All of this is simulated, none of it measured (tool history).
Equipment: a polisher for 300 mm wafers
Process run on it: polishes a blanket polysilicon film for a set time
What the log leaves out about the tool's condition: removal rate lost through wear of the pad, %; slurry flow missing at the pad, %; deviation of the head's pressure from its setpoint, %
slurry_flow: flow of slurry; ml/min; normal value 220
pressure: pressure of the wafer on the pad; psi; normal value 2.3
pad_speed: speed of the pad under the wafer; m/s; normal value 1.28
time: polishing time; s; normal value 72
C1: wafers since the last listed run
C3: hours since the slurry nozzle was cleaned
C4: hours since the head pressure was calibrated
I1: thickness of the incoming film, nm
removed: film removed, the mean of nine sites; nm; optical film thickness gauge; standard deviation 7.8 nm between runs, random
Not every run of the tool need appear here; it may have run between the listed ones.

Run 1, hour 0: usual settings; C1 0; wafers polished on this pad 474; C3 655.8; C4 1001.6; I1 1779.5. Result: removed 666.1 nm.
Run 2, hour 31.8: usual settings; C1 308; wafers polished on this pad 783; C3 687.6; C4 1033.4; I1 1781.3. Result: removed 666.5 nm.
Run 3, hour 40.5: usual settings; C1 84; wafers polished on this pad 867; C3 696.3; C4 1042.1; I1 1799.2. Result: removed 678.7 nm.
At hour 53.9: worn pad replaced by a new one.
Run 4, hour 55.7: usual settings; C1 108; wafers polished on this pad 17; C3 711.5; C4 1057.3; I1 1767. Result: removed 717.9 nm.
Run 5, hour 62.4: usual settings but slurry_flow 205 ml/min; C1 64; wafers polished on this pad 82; C3 718.2; C4 1064; I1 1741.1. Result: removed 688.5 nm.
Run 6, hour 72.7: usual settings; C1 99; wafers polished on this pad 182; C3 728.5; C4 1074.3; I1 1758.5. Result: removed 678.1 nm.
Run 7, hour 85.9: usual settings; C1 127; wafers polished on this pad 310; C3 741.7; C4 1087.5; I1 1775.5. Result: removed 686.5 nm.
Run 8, hour 100.9: usual settings; C1 145; wafers polished on this pad 455; C3 756.7; C4 1102.5; I1 1750.3. Result: removed 672.9 nm.
Run 9, hour 117.1: usual settings; C1 157; wafers polished on this pad 613; C3 772.9; C4 1118.7; I1 1793.7. Result: removed 665.5 nm.
Run 10, hour 134: usual settings but slurry_flow 275 ml/min, time 85 s; C1 163; wafers polished on this pad 776; C3 789.8; C4 1135.6; I1 1739.5. Result: removed 831.8 nm.
Run 11, hour 143.6: usual settings but pressure 1.9 psi; C1 93; wafers polished on this pad 869; C3 799.4; C4 1145.2; I1 1761.3. Result: removed 577.1 nm.
At hour 153.3: worn pad replaced by a new one.
Run 12, hour 153.7: usual settings but pressure 1.9 psi; C1 59; wafers polished on this pad 3; C3 809.5; C4 1155.3; I1 1791.3. Result: removed 546.6 nm.
Run 13, hour 171.6: usual settings but pressure 1.9 psi; C1 173; wafers polished on this pad 177; C3 827.4; C4 1173.2; I1 1773.7. Result: removed 520.2 nm.
Run 14, hour 182.4: usual settings but slurry_flow 280 ml/min, pad_speed 1.58 m/s; C1 104; wafers polished on this pad 281; C3 838.2; C4 1184; I1 1810.6. Result: removed 797.8 nm.
Run 15, hour 199.1: usual settings but slurry_flow 265 ml/min, pad_speed 1.08 m/s, time 63 s; C1 161; wafers polished on this pad 443; C3 854.9; C4 1200.7; I1 1760.2. Result: removed 450.7 nm.
Run 16, hour 206.3: usual settings but pad_speed 1.04 m/s, time 83 s; C1 69; wafers polished on this pad 513; C3 862.1; C4 1207.9; I1 1785.8. Result: removed 570.9 nm.
Run 17, hour 215.5: usual settings; C1 89; wafers polished on this pad 602; C3 871.3; C4 1217.1; I1 1801. Result: removed 605.9 nm.
Run 18, hour 223.2: usual settings but pad_speed 1.1 m/s; C1 74; wafers polished on this pad 677; C3 879; C4 1224.8; I1 1745.5. Result: removed 523.5 nm.
At hour 228: worn pad replaced by a new one, repeated, since the last time left the tool worse.
At hour 235.5: slurry nozzle cleaned.
Run 19, hour 273.5: usual settings but slurry_flow 245 ml/min, pressure 3 psi, pad_speed 1.44 m/s, time 83 s; C1 439; wafers polished on this pad 431; C3 38; C4 1275.1; I1 1797.3. Result: removed 1131.1 nm.
At hour 283.1: head pressure recalibrated.
Run 20, hour 283.6: usual settings but pad_speed 0.88 m/s; C1 78; wafers polished on this pad 510; C3 48.1; C4 0.5; I1 1766.1. Result: removed 462.4 nm.
Run 21, hour 296.7: usual settings but pad_speed 1.5 m/s; C1 127; wafers polished on this pad 637; C3 61.2; C4 13.6; I1 1765.5. Result: removed 781.4 nm.
Run 22, hour 309.3: usual settings but pressure 2.5 psi, pad_speed 1.7 m/s; C1 122; wafers polished on this pad 759; C3 73.8; C4 26.2; I1 1758. Result: removed 961.8 nm.
Run 23, hour 326.5: usual settings; C1 166; wafers polished on this pad 926; C3 91; C4 43.4; I1 1790.1. Result: removed 676.9 nm.
At hour 346.1: worn pad replaced by a new one.
Run 24, hour 346.6: usual settings but pad_speed 1.1 m/s; C1 156; wafers polished on this pad 5; C3 111.1; C4 63.5; I1 1765.7. Result: removed 613.7 nm.
Run 25, hour 360.4: usual settings but slurry_flow 165 ml/min, pressure 1.7 psi, pad_speed 1.14 m/s, time 61 s; C1 133; wafers polished on this pad 139; C3 124.9; C4 77.3; I1 1785.3. Result: removed 388.8 nm.
Run 26, hour 399.1: usual settings but slurry_flow 175 ml/min, pressure 2.8 psi, pad_speed 0.9 m/s; C1 375; wafers polished on this pad 514; C3 163.6; C4 116; I1 1755.7. Result: removed 557.1 nm.

Here are 3 independent what-if runs from the current tool condition. What would each one return?
Run A, hour 399.6: usual settings; C1 4; wafers polished on this pad 519; C3 164.1; C4 116.5; I1 1787.8. Result: removed ?.
Run B, hour 399.6: usual settings but pad_speed 1.04 m/s; C1 4; wafers polished on this pad 519; C3 164.1; C4 116.5; I1 1787.8. Result: removed ?.
Run C, hour 399.6: usual settings but pressure 2 psi, pad_speed 0.86 m/s, time 91 s; C1 4; wafers polished on this pad 519; C3 164.1; C4 116.5; I1 1787.8. Result: removed ?.

run  removed
  A    659.2
  B    535.6
  C    496.5
Stripped of hidden state, with their random variation kept, the same runs would have yielded:
run  removed
  A    694.1
  B    563.9
  C    522.7
